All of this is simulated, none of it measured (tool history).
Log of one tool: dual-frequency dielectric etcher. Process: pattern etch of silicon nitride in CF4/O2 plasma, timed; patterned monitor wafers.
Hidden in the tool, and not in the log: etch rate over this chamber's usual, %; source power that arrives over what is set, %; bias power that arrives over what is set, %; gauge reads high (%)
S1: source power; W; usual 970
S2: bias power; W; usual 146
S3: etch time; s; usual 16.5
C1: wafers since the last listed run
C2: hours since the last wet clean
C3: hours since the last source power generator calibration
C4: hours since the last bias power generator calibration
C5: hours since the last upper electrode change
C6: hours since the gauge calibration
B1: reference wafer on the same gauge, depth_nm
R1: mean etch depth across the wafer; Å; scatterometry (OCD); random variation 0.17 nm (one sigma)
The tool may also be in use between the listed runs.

Run 1, hour 0: usual settings; C1 0; C2 183.9; C3 4569.5; C4 2763.1; C5 3963.7; C6 394; B1 63.1. Result: R1 548 Å.
Run 2, hour 226: usual settings; C1 4662; C2 409.9; C3 4795.5; C4 2989.1; C5 4189.7; C6 620; B1 63. Result: R1 543 Å.
Run 3, hour 331.8: usual settings; C1 2182; C2 515.7; C3 4901.3; C4 3094.9; C5 4295.5; C6 725.8; B1 62.9. Result: R1 542 Å.
Run 4, hour 374.3: usual settings but S2 165 W; C1 876; C2 558.2; C3 4943.8; C4 3137.4; C5 4338; C6 768.3; B1 62.9. Result: R1 569 Å.
At hour 430.1: wet clean of the chamber.
Run 5, hour 442.4: usual settings; C1 909; C2 12.3; C3 5011.9; C4 3205.5; C5 4406.1; C6 836.4; B1 63. Result: R1 538 Å.
At hour 463.1: source power generator calibrated.
Run 6, hour 513.6: usual settings but S3 13 s; C1 1386; C2 83.5; C3 50.5; C4 3276.7; C5 4477.3; C6 907.6; B1 63.1. Result: R1 424 Å.
Run 7, hour 589.6: usual settings but S3 13 s; C1 1567; C2 159.5; C3 126.5; C4 3352.7; C5 4553.3; C6 983.6; B1 62.9. Result: R1 421 Å.
Run 8, hour 662.6: usual settings but S3 13 s; C1 1505; C2 232.5; C3 199.5; C4 3425.7; C5 4626.3; C6 1056.6; B1 63.1. Result: R1 420 Å.
At hour 716.9: wet clean of the chamber, repeated, since the last time left the tool worse.
Run 9, hour 717.4: usual settings but S3 19 s; C1 635; C2 0.5; C3 254.3; C4 3480.5; C5 4681.1; C6 1111.4; B1 63. Result: R1 636 Å.
Run 10, hour 750.9: usual settings but S1 810 W, S2 161 W, S3 19.5 s; C1 691; C2 34; C3 287.8; C4 3514; C5 4714.6; C6 1144.9; B1 63.1. Result: R1 565 Å.
Run 11, hour 791.2: usual settings but S1 1110 W; C1 831; C2 74.3; C3 328.1; C4 3554.3; C5 4754.9; C6 1185.2; B1 63.1. Result: R1 627 Å.
Run 12, hour 880.7: usual settings but S2 126 W; C1 1846; C2 163.8; C3 417.6; C4 3643.8; C5 4844.4; C6 1274.7; B1 63. Result: R1 521 Å.
At hour 909.4: upper electrode replaced.
At hour 934.5: bias power generator calibrated.
At hour 968.7: gauge calibrated.
Run 13, hour 1084.9: usual settings but S2 178 W; C1 3634; C2 368; C3 621.8; C4 150.4; C5 175.5; C6 116.2; B1 63. Result: R1 589 Å.
Run 14, hour 1147: usual settings but S1 820 W, S3 19.5 s; C1 1281; C2 430.1; C3 683.9; C4 212.5; C5 237.6; C6 178.3; B1 63. Result: R1 547 Å.
Run 15, hour 1240.4: usual settings but S1 780 W, S3 15 s; C1 1926; C2 523.5; C3 777.3; C4 305.9; C5 331; C6 271.7; B1 63. Result: R1 402 Å.
At hour 1270.1: wet clean of the chamber.
Run 16, hour 1334.2: usual settings; C1 1439; C2 64.1; C3 871.1; C4 399.7; C5 424.8; C6 365.5; B1 63. Result: R1 553 Å.

5 ways to go on from here, each from the tool as it stands after run 16. What would each give?
Run A, hour 1334.6: usual settings but S3 15 s; C1 8; C2 64.5; C3 871.5; C4 400.1; C5 425.2; C6 365.9; B1 ?. Result: R1 ?.
Run B, hour 1334.6: usual settings but S3 21 s; C1 8; C2 64.5; C3 871.5; C4 400.1; C5 425.2; C6 365.9; B1 ?. Result: R1 ?.
Run C, hour 1334.6: usual settings but S2 169 W, S3 19 s; C1 8; C2 64.5; C3 871.5; C4 400.1; C5 425.2; C6 365.9; B1 ?. Result: R1 ?.
Run D, hour 1334.6: usual settings but S1 1040 W, S2 168 W, S3 12.5 s; C1 8; C2 64.5; C3 871.5; C4 400.1; C5 425.2; C6 365.9; B1 ?. Result: R1 ?.
Run E, hour 1334.6: usual settings but S2 121 W, S3 19 s; C1 8; C2 64.5; C3 871.5; C4 400.1; C5 425.2; C6 365.9; B1 ?. Result: R1 ?.

run    B1   R1
  A  62.9  503
  B  62.9  704
  C  62.9  674
  D  62.9  473
  E  62.9  594
Without the tool's hidden state the same runs would have given:
run   R1
  A  503
  B  704
  C  673
  D  473
  E  594
